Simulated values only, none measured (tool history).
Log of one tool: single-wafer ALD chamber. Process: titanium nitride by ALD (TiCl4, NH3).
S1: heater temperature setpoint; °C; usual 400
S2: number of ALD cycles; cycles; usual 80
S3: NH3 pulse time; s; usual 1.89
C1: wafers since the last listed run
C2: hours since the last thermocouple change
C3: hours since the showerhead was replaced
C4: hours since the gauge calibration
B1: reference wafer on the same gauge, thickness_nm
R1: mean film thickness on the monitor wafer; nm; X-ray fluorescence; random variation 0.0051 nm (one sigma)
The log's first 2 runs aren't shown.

run	day	S1	S2	S3	C1	C2	C3	C4	B1	R1
3	6.296	393	80	1.54	183	268.6	6494.7	402.7	2.13	1.998
4	10.292	393	80	1.54	291	364.5	6590.6	498.6	2.131	1.988
5	12.738	400	80	1.89	178	423.2	6649.3	557.3	2.129	2.032
6	16.096	400	80	1.89	244	503.8	6729.9	637.9	2.131	2.034
7	27.279	400	80	1.89	815	772.2	6998.3	906.3	2.131	2.039
8	35	409	92	1.89	562	957.5	7183.6	1091.6	2.13	2.351
9	39.05	409	92	1.89	295	1054.7	7280.8	1188.8	2.128	2.328
10	40.638	400	80	1.89	115	1092.8	7318.9	1226.9	2.128	2.026
11	42.433	400	80	1.89	130	1135.9	7362	1270	2.132	2.022
12	45.608	400	80	1.89	231	1212.1	7438.2	1346.2	2.13	2.039
13	49.108	400	80	1.89	255	1296.1	7522.2	1430.2	2.129	2.032
14	57.496	400	68	1.89	611	1497.4	7723.5	1631.5	2.132	1.727
# day 61.321: showerhead replaced
15	61.367	400	68	1.89	257	1590.3	1.1	1724.4	2.127	1.732
16	65.733	400	80	1.89	318	1695.1	105.9	1829.2	2.132	2.039
# day 65.808: gauge calibrated
17	67.654	400	71	1.68	140	1741.2	152	44.3	2.128	1.783
18	71.954	389	65	2.2	313	1844.4	255.2	147.5	2.131	1.652
19	75.621	390	89	2.47	267	1932.4	343.2	235.5	2.132	2.264
20	78.908	400	65	1.69	239	2011.3	422.1	314.4	2.129	1.633
21	82.188	410	69	1.42	239	2090	500.8	393.1	2.128	1.733
# day 84.338: thermocouple changed; heater temperature recalibrated
22	84.358	406	80	1.51	133	0.5	552.9	445.2	2.129	2.015
23	88.204	395	65	1.38	280	92.8	645.2	537.5	2.13	1.608
24	90.892	394	80	2.54	195	157.3	709.7	602	2.132	2.055
25	93.746	400	80	1.89	208	225.8	778.2	670.5	2.129	2.027

The next listed run, before its measurement:
26	96.429	400	80	1.89	195	290.2	842.6	734.9	?	?

B1: 2.132
R1: 2.026 nm
Without the tool's hidden state the same run would have given R1 2.026 nm.
